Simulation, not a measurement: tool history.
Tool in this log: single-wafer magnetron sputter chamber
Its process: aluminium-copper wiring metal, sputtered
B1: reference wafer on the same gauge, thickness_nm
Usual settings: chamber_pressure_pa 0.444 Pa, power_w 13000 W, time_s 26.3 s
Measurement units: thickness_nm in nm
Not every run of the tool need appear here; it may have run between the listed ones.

{"run": 1, "hour": 0.0, "chamber_pressure_pa": 0.444, "power_w": 13000, "time_s": 26.3, "B1": 560.917, "thickness_nm": 573.13}
{"run": 2, "hour": 41.5, "chamber_pressure_pa": 0.444, "power_w": 13000, "time_s": 26.3, "B1": 560.414, "thickness_nm": 565.446}
{"run": 3, "hour": 104.5, "chamber_pressure_pa": 0.444, "power_w": 13000, "time_s": 26.3, "B1": 561.407, "thickness_nm": 560.69}
{"run": 4, "hour": 152.7, "chamber_pressure_pa": 0.39, "power_w": 13000, "time_s": 26.3, "B1": 560.388, "thickness_nm": 579.656}
{"run": 5, "hour": 194.8, "chamber_pressure_pa": 0.39, "power_w": 13000, "time_s": 26.3, "B1": 561.184, "thickness_nm": 561.91}
{"hour": 245.7, "done": "sputter target and shields replaced"}
{"run": 6, "hour": 260.0, "chamber_pressure_pa": 0.572, "power_w": 13000, "time_s": 23.1, "B1": 561.48, "thickness_nm": 456.308}
{"run": 7, "hour": 293.4, "chamber_pressure_pa": 0.572, "power_w": 13000, "time_s": 23.1, "B1": 560.379, "thickness_nm": 461.878}
{"run": 8, "hour": 357.9, "chamber_pressure_pa": 0.572, "power_w": 13000, "time_s": 23.1, "B1": 561.326, "thickness_nm": 454.806}
{"run": 9, "hour": 420.2, "chamber_pressure_pa": 0.444, "power_w": 13000, "time_s": 26.3, "B1": 561.247, "thickness_nm": 555.273}
{"run": 10, "hour": 474.0, "chamber_pressure_pa": 0.444, "power_w": 13000, "time_s": 26.3, "B1": 561.202, "thickness_nm": 546.728}
{"hour": 511.6, "done": "sputter target and shields replaced"}
{"run": 11, "hour": 528.5, "chamber_pressure_pa": 0.444, "power_w": 13000, "time_s": 26.3, "B1": 560.364, "thickness_nm": 574.67}
{"run": 12, "hour": 560.1, "chamber_pressure_pa": 0.444, "power_w": 13000, "time_s": 26.3, "B1": 561.365, "thickness_nm": 570.38}
{"hour": 695.8, "done": "capacitance manometer re-zeroed and calibrated"}
{"run": 13, "hour": 696.3, "chamber_pressure_pa": 0.327, "power_w": 13000, "time_s": 26.3, "B1": 561.671, "thickness_nm": 601.568}
{"hour": 770.7, "done": "sputter target and shields replaced"}
{"run": 14, "hour": 771.2, "chamber_pressure_pa": 0.444, "power_w": 15250, "time_s": 26.3, "B1": 560.808, "thickness_nm": 655.791}
{"run": 15, "hour": 818.7, "chamber_pressure_pa": 0.444, "power_w": 13000, "time_s": 26.3, "B1": 560.621, "thickness_nm": 565.486}
{"run": 16, "hour": 843.8, "chamber_pressure_pa": 0.539, "power_w": 13000, "time_s": 26.3, "B1": 560.793, "thickness_nm": 527.092}
{"run": 17, "hour": 870.4, "chamber_pressure_pa": 0.444, "power_w": 10750, "time_s": 26.3, "B1": 560.634, "thickness_nm": 484.879}
{"hour": 895.4, "done": "magnet pack replaced"}
{"hour": 901.6, "done": "gauge calibrated"}
{"run": 18, "hour": 929.9, "chamber_pressure_pa": 0.269, "power_w": 14050, "time_s": 24.4, "B1": 561.242, "thickness_nm": 630.794}
{"run": 19, "hour": 974.4, "chamber_pressure_pa": 0.376, "power_w": 14600, "time_s": 22.1, "B1": 560.722, "thickness_nm": 532.691}
{"run": 20, "hour": 1036.5, "chamber_pressure_pa": 0.444, "power_w": 13000, "time_s": 26.3, "B1": 561.398, "thickness_nm": 535.249}
{"hour": 1051.6, "done": "sputter target and shields replaced"}
{"run": 21, "hour": 1064.4, "chamber_pressure_pa": 0.618, "power_w": 13000, "time_s": 21.9, "B1": 560.801, "thickness_nm": 413.883}
{"run": 22, "hour": 1105.1, "chamber_pressure_pa": 0.444, "power_w": 15200, "time_s": 24.9, "B1": 560.198, "thickness_nm": 603.922}
{"run": 23, "hour": 1139.5, "chamber_pressure_pa": 0.297, "power_w": 13000, "time_s": 26.3, "B1": 560.266, "thickness_nm": 627.389}
{"run": 24, "hour": 1191.7, "chamber_pressure_pa": 0.533, "power_w": 14450, "time_s": 21.9, "B1": 560.988, "thickness_nm": 475.044}
{"run": 25, "hour": 1262.5, "chamber_pressure_pa": 0.546, "power_w": 15300, "time_s": 30.5, "B1": 560.879, "thickness_nm": 667.254}
{"hour": 1287.1, "done": "sputter target and shields replaced"}
{"run": 26, "hour": 1296.6, "chamber_pressure_pa": 0.51, "power_w": 14250, "time_s": 22.9, "B1": 561.147, "thickness_nm": 511.449}

Predict each of these 5 candidate next runs independently; none follows another, all start after run 26:
{"run": "A", "hour": 1297.0, "chamber_pressure_pa": 0.444, "power_w": 12150, "time_s": 26.3, "B1": "?", "thickness_nm": "?"}
{"run": "B", "hour": 1297.0, "chamber_pressure_pa": 0.499, "power_w": 13000, "time_s": 26.3, "B1": "?", "thickness_nm": "?"}
{"run": "C", "hour": 1297.0, "chamber_pressure_pa": 0.5, "power_w": 13000, "time_s": 28.4, "B1": "?", "thickness_nm": "?"}
{"run": "D", "hour": 1297.0, "chamber_pressure_pa": 0.388, "power_w": 10000, "time_s": 23.2, "B1": "?", "thickness_nm": "?"}
{"run": "E", "hour": 1297.0, "chamber_pressure_pa": 0.444, "power_w": 12150, "time_s": 24.3, "B1": "?", "thickness_nm": "?"}

run=A B1=561.799 thickness_nm=538.671
run=B B1=561.799 thickness_nm=547.169
run=C B1=561.799 thickness_nm=590.435
run=D B1=561.799 thickness_nm=423.762
run=E B1=561.799 thickness_nm=497.707
Without the tool's unlogged condition, the same runs would have read:
run=A thickness_nm=540.138
run=B thickness_nm=548.659
run=C thickness_nm=592.043
run=D thickness_nm=424.916
run=E thickness_nm=499.063
